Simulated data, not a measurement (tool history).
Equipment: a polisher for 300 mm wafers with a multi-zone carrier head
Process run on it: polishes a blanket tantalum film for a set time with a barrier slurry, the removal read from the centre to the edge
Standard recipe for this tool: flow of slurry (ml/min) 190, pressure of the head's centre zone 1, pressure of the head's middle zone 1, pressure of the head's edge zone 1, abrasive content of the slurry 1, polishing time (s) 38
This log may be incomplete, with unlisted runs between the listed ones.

run,hour,flow of slurry (ml/min),pressure of the head's centre zone,pressure of the head's middle zone,pressure of the head's edge zone,abrasive content of the slurry,polishing time (s),"incoming thickness of the incoming film, nm",film removed at the wafer's centre (angstrom),film removed at mid-radius (angstrom),film removed at the wafer's edge (angstrom)
1,0,190,1,1,0.95,1,38,250.7,474,483,474
2,9.3,190,1,1,0.89,1,38,253.2,478,485,448
3,19.5,190,1,1,1,0.7,38,249.6,417,415,413
# hour 25: centre zone pressure recalibrated
4,37.5,190,1,1.1,1,1,31,248.5,385,426,384
5,47.3,190,1.09,0.94,1,1,30,252.1,408,353,374
6,55.4,190,1,1,1.12,1,38,250.4,471,472,491
7,65.6,190,1,1,0.93,1,38,253.8,467,478,447
8,73.8,140,0.89,1,1,1.25,42,246.5,476,540,534
# hour 87.4: worn pad replaced by a new one
# hour 96.8: edge zone pressure recalibrated
9,127.8,145,1,1,1.09,0.85,28,249.9,333,339,345
10,137.1,220,0.9,1.06,0.95,1,38,247.1,443,522,468
11,147.2,240,1,0.93,1,1.15,29,245.8,390,362,391
12,161.6,190,0.9,1,1.06,1,48,246.4,550,599,626
13,178.2,190,1.04,1.09,1,1.2,38,253.3,515,541,498
14,195.7,190,1.11,1,1,1,38,249.8,522,467,463

Run 15 has not been measured yet. What should we expect?
# hour 208.3: worn pad replaced by a new one
15,212.3,190,1,1,1,1,38,246.7,?,?,?

Run 15 yielded film removed at the wafer's centre (angstrom) 497, film removed at mid-radius (angstrom) 494, film removed at the wafer's edge (angstrom) 492.
Take away the tool's hidden state, keep the run-to-run variation as it was, and the same run would have given film removed at the wafer's centre (angstrom) 499, film removed at mid-radius (angstrom) 497, film removed at the wafer's edge (angstrom) 494.

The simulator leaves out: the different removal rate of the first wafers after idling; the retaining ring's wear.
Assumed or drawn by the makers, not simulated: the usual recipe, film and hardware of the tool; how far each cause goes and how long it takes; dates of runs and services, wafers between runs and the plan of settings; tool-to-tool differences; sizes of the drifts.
